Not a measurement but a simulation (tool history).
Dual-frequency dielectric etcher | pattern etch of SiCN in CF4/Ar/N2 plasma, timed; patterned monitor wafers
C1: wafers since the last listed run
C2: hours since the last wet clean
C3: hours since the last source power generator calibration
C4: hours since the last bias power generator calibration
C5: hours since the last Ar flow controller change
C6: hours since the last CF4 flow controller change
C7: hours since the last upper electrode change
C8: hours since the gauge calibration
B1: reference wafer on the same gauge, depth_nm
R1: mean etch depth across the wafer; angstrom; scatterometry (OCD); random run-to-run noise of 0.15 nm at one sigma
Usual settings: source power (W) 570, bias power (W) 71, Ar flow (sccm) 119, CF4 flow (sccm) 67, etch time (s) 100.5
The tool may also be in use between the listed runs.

Run 1, day 0: usual settings; C1 0; C2 314.5; C3 5090; C4 3418.5; C5 2780.9; C6 2482.3; C7 5838.4; C8 46.5; B1 107.8. Result: R1 984 angstrom.
Run 2, day 0.517: usual settings; C1 131; C2 326.9; C3 5102.4; C4 3430.9; C5 2793.3; C6 2494.7; C7 5850.8; C8 58.9; B1 108. Result: R1 988 angstrom.
Run 3, day 0.792: usual settings but CF4 flow (sccm) 59, etch time (s) 83.5; C1 70; C2 333.5; C3 5109; C4 3437.5; C5 2799.9; C6 2501.3; C7 5857.4; C8 65.5; B1 107.9. Result: R1 808 angstrom.
Run 4, day 1.538: usual settings; C1 190; C2 351.4; C3 5126.9; C4 3455.4; C5 2817.8; C6 2519.2; C7 5875.3; C8 83.4; B1 107.9. Result: R1 989 angstrom.
At day 2.071: bias power generator calibrated.
At day 2.738: wet clean of the chamber.
Run 5, day 3.279: usual settings; C1 232; C2 13; C3 5168.7; C4 29; C5 2859.6; C6 2561; C7 5917.1; C8 125.2; B1 107.9. Result: R1 993 angstrom.
Run 6, day 3.642: usual settings; C1 92; C2 21.7; C3 5177.4; C4 37.7; C5 2868.3; C6 2569.7; C7 5925.8; C8 133.9; B1 107.9. Result: R1 992 angstrom.
Run 7, day 3.917: usual settings; C1 70; C2 28.3; C3 5184; C4 44.3; C5 2874.9; C6 2576.3; C7 5932.4; C8 140.5; B1 107.9. Result: R1 989 angstrom.
At day 5.575: upper electrode replaced.
Run 8, day 5.596: usual settings but source power (W) 690, Ar flow (sccm) 148, CF4 flow (sccm) 55; C1 173; C2 68.6; C3 5224.3; C4 84.6; C5 2915.2; C6 2616.6; C7 0.5; C8 180.8; B1 107.9. Result: R1 1023 angstrom.
Run 9, day 5.608: usual settings but source power (W) 710, Ar flow (sccm) 138; C1 3; C2 68.9; C3 5224.6; C4 84.9; C5 2915.5; C6 2616.9; C7 0.8; C8 181.1; B1 107.9. Result: R1 1085 angstrom.
Run 10, day 5.621: usual settings but bias power (W) 89, CF4 flow (sccm) 55; C1 3; C2 69.2; C3 5224.9; C4 85.2; C5 2915.8; C6 2617.2; C7 1.1; C8 181.4; B1 107.9. Result: R1 1069 angstrom.
At day 5.933: Ar flow controller replaced.
Run 11, day 6.025: usual settings but source power (W) 450, Ar flow (sccm) 96, etch time (s) 83.5; C1 39; C2 78.9; C3 5234.6; C4 94.9; C5 2.2; C6 2626.9; C7 10.8; C8 191.1; B1 107.9. Result: R1 766 angstrom.
Run 12, day 6.283: usual settings but CF4 flow (sccm) 58, etch time (s) 117; C1 65; C2 85.1; C3 5240.8; C4 101.1; C5 8.4; C6 2633.1; C7 17; C8 197.3; B1 107.9. Result: R1 1133 angstrom.
Run 13, day 6.646: usual settings; C1 92; C2 93.8; C3 5249.5; C4 109.8; C5 17.1; C6 2641.8; C7 25.7; C8 206; B1 107.9. Result: R1 990 angstrom.
Run 14, day 7.104: usual settings; C1 117; C2 104.8; C3 5260.5; C4 120.8; C5 28.1; C6 2652.8; C7 36.7; C8 217; B1 107.9. Result: R1 989 angstrom.
At day 7.192: gauge calibrated.
At day 7.588: CF4 flow controller replaced.
Run 15, day 7.662: usual settings but source power (W) 510, Ar flow (sccm) 104, etch time (s) 111; C1 78; C2 118.2; C3 5273.9; C4 134.2; C5 41.5; C6 1.8; C7 50.1; C8 11.3; B1 107.9. Result: R1 1067 angstrom.
At day 8.304: source power generator calibrated.
Run 16, day 8.325: usual settings but CF4 flow (sccm) 60; C1 126; C2 134.1; C3 0.5; C4 150.1; C5 57.4; C6 17.7; C7 66; C8 27.2; B1 107.9. Result: R1 981 angstrom.
Run 17, day 8.925: usual settings but Ar flow (sccm) 94, CF4 flow (sccm) 51, etch time (s) 128; C1 153; C2 148.5; C3 14.9; C4 164.5; C5 71.8; C6 32.1; C7 80.4; C8 41.6; B1 107.9. Result: R1 1301 angstrom.
Run 18, day 9.283: usual settings; C1 91; C2 157.1; C3 23.5; C4 173.1; C5 80.4; C6 40.7; C7 89; C8 50.2; B1 107.9. Result: R1 990 angstrom.
Run 19, day 9.804: usual settings but Ar flow (sccm) 103, etch time (s) 75.5; C1 133; C2 169.6; C3 36; C4 185.6; C5 92.9; C6 53.2; C7 101.5; C8 62.7; B1 108. Result: R1 771 angstrom.
Run 20, day 11.083: usual settings but source power (W) 450, Ar flow (sccm) 147, CF4 flow (sccm) 60, etch time (s) 121; C1 326; C2 200.3; C3 66.7; C4 216.3; C5 123.6; C6 83.9; C7 132.2; C8 93.4; B1 108. Result: R1 990 angstrom.
Run 21, day 11.429: usual settings but Ar flow (sccm) 130; C1 88; C2 208.6; C3 75; C4 224.6; C5 131.9; C6 92.2; C7 140.5; C8 101.7; B1 107.9. Result: R1 967 angstrom.
Run 22, day 11.783: usual settings but bias power (W) 65; C1 90; C2 217.1; C3 83.5; C4 233.1; C5 140.4; C6 100.7; C7 149; C8 110.2; B1 107.9. Result: R1 955 angstrom.

Consider 3 possible next runs. They are alternatives, not a sequence: every one starts from the tool as it was left by run 22. What does each give?
Run A, day 11.8: usual settings but bias power (W) 88; C1 4; C2 217.5; C3 83.9; C4 233.5; C5 140.8; C6 101.1; C7 149.4; C8 110.6; B1 ?. Result: R1 ?.
Run B, day 11.8: usual settings but bias power (W) 89, Ar flow (sccm) 135, CF4 flow (sccm) 79; C1 4; C2 217.5; C3 83.9; C4 233.5; C5 140.8; C6 101.1; C7 149.4; C8 110.6; B1 ?. Result: R1 ?.
Run C, day 11.8: usual settings but etch time (s) 123.5; C1 4; C2 217.5; C3 83.9; C4 233.5; C5 140.8; C6 101.1; C7 149.4; C8 110.6; B1 ?. Result: R1 ?.

run     B1    R1
  A  107.8  1083
  B  107.8  1078
  C  107.8  1215
With the hidden condition removed and each run's random variation left untouched, the same runs would have given:
run    R1
  A  1087
  B  1081
  C  1219

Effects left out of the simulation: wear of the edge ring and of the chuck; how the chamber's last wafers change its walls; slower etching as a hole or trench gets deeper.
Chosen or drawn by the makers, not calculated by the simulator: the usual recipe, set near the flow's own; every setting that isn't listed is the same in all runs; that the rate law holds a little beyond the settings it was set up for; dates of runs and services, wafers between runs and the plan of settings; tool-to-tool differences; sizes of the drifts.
